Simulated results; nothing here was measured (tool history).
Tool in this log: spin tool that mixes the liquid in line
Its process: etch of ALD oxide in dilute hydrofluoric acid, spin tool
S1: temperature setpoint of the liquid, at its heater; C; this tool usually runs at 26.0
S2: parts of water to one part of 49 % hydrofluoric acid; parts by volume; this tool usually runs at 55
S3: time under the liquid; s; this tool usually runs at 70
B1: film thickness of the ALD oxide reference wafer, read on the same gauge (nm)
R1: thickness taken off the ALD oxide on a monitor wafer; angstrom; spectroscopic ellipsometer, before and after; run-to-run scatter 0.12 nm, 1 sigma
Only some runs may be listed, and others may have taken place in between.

Run 1, hour 0.0: usual settings; B1 150.03. Result: R1 164.3 angstrom.
Run 2, hour 13.8: usual settings; B1 150.00. Result: R1 163.8 angstrom.
Run 3, hour 22.5: usual settings; B1 150.01. Result: R1 163.8 angstrom.
Run 4, hour 32.7: usual settings but S1 28.0 C, S3 90 s; B1 150.01. Result: R1 225.7 angstrom.
Run 5, hour 47.9: usual settings but S1 28.0 C, S3 90 s; B1 149.98. Result: R1 225.4 angstrom.
Run 6, hour 62.0: usual settings but S3 95 s; B1 150.02. Result: R1 219.7 angstrom.
Run 7, hour 76.6: usual settings; B1 149.99. Result: R1 163.0 angstrom.
Run 8, hour 92.5: usual settings; B1 150.01. Result: R1 163.0 angstrom.
Run 9, hour 106.4: usual settings; B1 150.02. Result: R1 161.2 angstrom.
Run 10, hour 115.7: usual settings; B1 150.03. Result: R1 160.8 angstrom.
Run 11, hour 126.4: usual settings; B1 150.03. Result: R1 160.2 angstrom.
Run 12, hour 134.5: usual settings; B1 150.01. Result: R1 161.8 angstrom.
At hour 144.6: hydrofluoric acid flow meter replaced.
Run 13, hour 151.2: usual settings; B1 150.00. Result: R1 161.9 angstrom.
Run 14, hour 166.9: usual settings; B1 150.00. Result: R1 162.0 angstrom.
Run 15, hour 178.1: usual settings; B1 150.00. Result: R1 162.5 angstrom.
Run 16, hour 196.0: usual settings but S1 24.0 C, S3 50 s; B1 150.04. Result: R1 105.2 angstrom.
Run 17, hour 202.8: usual settings but S1 22.5 C; B1 150.00. Result: R1 137.3 angstrom.
Run 18, hour 210.3: usual settings; B1 149.99. Result: R1 161.8 angstrom.
Run 19, hour 225.0: usual settings but S3 35 s; B1 150.00. Result: R1 79.5 angstrom.
At hour 229.7: gauge calibrated.
Run 20, hour 236.3: usual settings but S3 35 s; B1 149.99. Result: R1 80.2 angstrom.
Run 21, hour 246.7: usual settings but S1 22.0 C, S3 105 s; B1 149.98. Result: R1 203.6 angstrom.
At hour 250.7: thermometer replaced.
Run 22, hour 262.7: usual settings but S2 45 parts by volume; B1 150.00. Result: R1 221.1 angstrom.
Run 23, hour 277.5: usual settings but S2 40 parts by volume; B1 149.99. Result: R1 250.8 angstrom.
Run 24, hour 289.4: usual settings; B1 150.03. Result: R1 179.1 angstrom.
Run 25, hour 297.9: usual settings but S1 24.0 C, S2 75 parts by volume, S3 35 s; B1 149.99. Result: R1 59.0 angstrom.
Run 26, hour 315.8: usual settings but S1 22.0 C, S2 65 parts by volume, S3 95 s; B1 150.00. Result: R1 172.2 angstrom.
Run 27, hour 327.5: usual settings but S2 80 parts by volume; B1 150.02. Result: R1 119.0 angstrom.
Run 28, hour 333.9: usual settings but S1 28.5 C, S2 65 parts by volume; B1 150.00. Result: R1 163.7 angstrom.
Run 29, hour 340.5: usual settings; B1 150.00. Result: R1 177.9 angstrom.
Run 30, hour 353.0: usual settings but S2 65 parts by volume, S3 110 s; B1 149.99. Result: R1 233.6 angstrom.
Run 31, hour 364.7: usual settings but S2 30 parts by volume; B1 149.99. Result: R1 338.3 angstrom.

Each row is a separate what-if for the run after 31, all from the same tool condition, not one after another. Results?
Run A, hour 365.1: usual settings; B1 ?. Result: R1 ?.
Run B, hour 365.1: usual settings but S1 30.5 C, S3 105 s; B1 ?. Result: R1 ?.
Run C, hour 365.1: usual settings but S2 45 parts by volume, S3 55 s; B1 ?. Result: R1 ?.

run      B1     R1
  A  150.00  177.6
  B  150.00  318.5
  C  150.00  172.9
With the hidden condition removed and each run's random variation left untouched, the same runs would have given:
run     R1
  A  180.5
  B  323.5
  C  175.7
